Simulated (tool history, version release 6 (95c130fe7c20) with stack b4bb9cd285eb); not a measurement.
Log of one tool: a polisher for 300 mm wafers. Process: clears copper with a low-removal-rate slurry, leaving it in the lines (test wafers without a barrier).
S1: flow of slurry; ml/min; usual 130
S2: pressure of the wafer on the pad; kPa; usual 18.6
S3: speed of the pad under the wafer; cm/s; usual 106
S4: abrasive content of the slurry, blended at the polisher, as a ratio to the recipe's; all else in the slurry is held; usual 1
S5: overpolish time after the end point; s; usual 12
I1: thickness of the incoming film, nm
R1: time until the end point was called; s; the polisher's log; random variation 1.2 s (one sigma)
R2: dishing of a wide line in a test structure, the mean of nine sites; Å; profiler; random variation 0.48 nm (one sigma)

Run 1, hour 0: usual settings but S4 1.15, S5 14 s; I1 217.3. Result: R1 84.7 s, R2 248 Å.
At hour 12.5: worn pad replaced by a new one.
Run 2, hour 14: usual settings but S4 1.15, S5 14 s; I1 215.1. Result: R1 79.4 s, R2 256 Å.
Run 3, hour 38.5: usual settings but S2 22.1 kPa; I1 215.3. Result: R1 70.1 s, R2 250 Å.
At hour 53.5: slurry nozzle cleaned.
At hour 58.3: slurry blender recalibrated.
Run 4, hour 58.8: usual settings but S2 22.1 kPa; I1 213. Result: R1 70.7 s, R2 247 Å.
Run 5, hour 91.8: usual settings; I1 216.7. Result: R1 85 s, R2 215 Å.
Run 6, hour 106.4: usual settings; I1 214.5. Result: R1 84.6 s, R2 216 Å.
Run 7, hour 140.8: usual settings; I1 214. Result: R1 82.2 s, R2 210 Å.
Run 8, hour 171.8: usual settings; I1 216.1. Result: R1 83 s, R2 209 Å.
At hour 192.8: worn pad replaced by a new one.
Run 9, hour 206: usual settings; I1 215.5. Result: R1 79.4 s, R2 216 Å.
At hour 214.7: slurry blender recalibrated.
Run 10, hour 231.3: usual settings; I1 215.7. Result: R1 83.2 s, R2 215 Å.
Run 11, hour 248.4: usual settings; I1 217.4. Result: R1 83 s, R2 215 Å.
Run 12, hour 283.9: usual settings; I1 215.8. Result: R1 82.6 s, R2 213 Å.
At hour 285.6: slurry nozzle cleaned.
Run 13, hour 367.4: usual settings; I1 216.8. Result: R1 83.2 s, R2 211 Å.
Run 14, hour 382.6: usual settings but S5 9 s; I1 215.6. Result: R1 84 s, R2 164 Å.
At hour 391: slurry blender recalibrated.
At hour 403.5: worn pad replaced by a new one.
Run 15, hour 408.9: usual settings but S1 155 ml/min, S3 78 cm/s, S4 1.1, S5 15 s; I1 211.9. Result: R1 101.2 s, R2 220 Å.
Run 16, hour 452.7: usual settings but S3 124 cm/s, S4 0.85; I1 213. Result: R1 70.1 s, R2 237 Å.
Run 17, hour 484.4: usual settings but S2 16.5 kPa; I1 215.3. Result: R1 91.1 s, R2 188 Å.
At hour 505.3: head pressure recalibrated.
At hour 509.5: slurry nozzle cleaned.
At hour 532.5: slurry blender recalibrated.
Run 18, hour 572: usual settings; I1 214.5. Result: R1 93.8 s, R2 194 Å.
At hour 583.4: worn pad replaced by a new one.
Run 19, hour 607.8: usual settings; I1 212.4. Result: R1 84.4 s, R2 194 Å.
Run 20, hour 643.2: usual settings but S4 0.85; I1 215.2. Result: R1 92.2 s, R2 194 Å.
Run 21, hour 662.4: usual settings but S1 160 ml/min, S2 12.4 kPa, S3 124 cm/s, S4 1.3; I1 218.8. Result: R1 106.2 s, R2 175 Å.
Run 22, hour 674.5: usual settings but S3 142 cm/s, S4 1.1; I1 214. Result: R1 66.2 s, R2 261 Å.
At hour 696.8: slurry blender recalibrated.
At hour 702.1: slurry nozzle cleaned.
Run 23, hour 706.5: usual settings but S4 1.15; I1 215.1. Result: R1 86.6 s, R2 215 Å.
Run 24, hour 734.4: usual settings but S5 16 s; I1 214.9. Result: R1 89.3 s, R2 245 Å.
Run 25, hour 755: usual settings but S4 0.85; I1 216.3. Result: R1 89.9 s, R2 192 Å.
Run 26, hour 771: usual settings but S2 13.8 kPa, S4 0.7; I1 212.6. Result: R1 125.7 s, R2 143 Å.
At hour 792.2: worn pad replaced by a new one.
Run 27, hour 792.7: usual settings but S1 115 ml/min, S3 84 cm/s; I1 217.8. Result: R1 107 s, R2 160 Å.
Run 28, hour 809.3: usual settings but S2 15.9 kPa, S3 86 cm/s, S4 0.7, S5 15 s; I1 216.6. Result: R1 131.7 s, R2 167 Å.

Forecast each of these 4 alternatives for the next run:
Run A, hour 809.8: usual settings; I1 213.5. Result: R1 ?, R2 ?.
Run B, hour 809.8: usual settings but S1 90 ml/min, S2 24.1 kPa, S3 124 cm/s, S4 0.85; I1 213.5. Result: R1 ?, R2 ?.
Run C, hour 809.8: usual settings but S1 105 ml/min, S2 24.1 kPa, S4 1.15, S5 10 s; I1 213.5. Result: R1 ?, R2 ?.
Run D, hour 809.8: usual settings but S1 150 ml/min, S2 24.1 kPa, S3 132 cm/s, S4 1.2; I1 213.5. Result: R1 ?, R2 ?.

run    R1   R2
  A  85.6  202
  B  64.1  264
  C    68  212
  D  49.9  331
Without the tool's hidden state the same runs would have given:
run    R1   R2
  A  87.1  198
  B  65.2  260
  C  69.1  209
  D  50.7  326

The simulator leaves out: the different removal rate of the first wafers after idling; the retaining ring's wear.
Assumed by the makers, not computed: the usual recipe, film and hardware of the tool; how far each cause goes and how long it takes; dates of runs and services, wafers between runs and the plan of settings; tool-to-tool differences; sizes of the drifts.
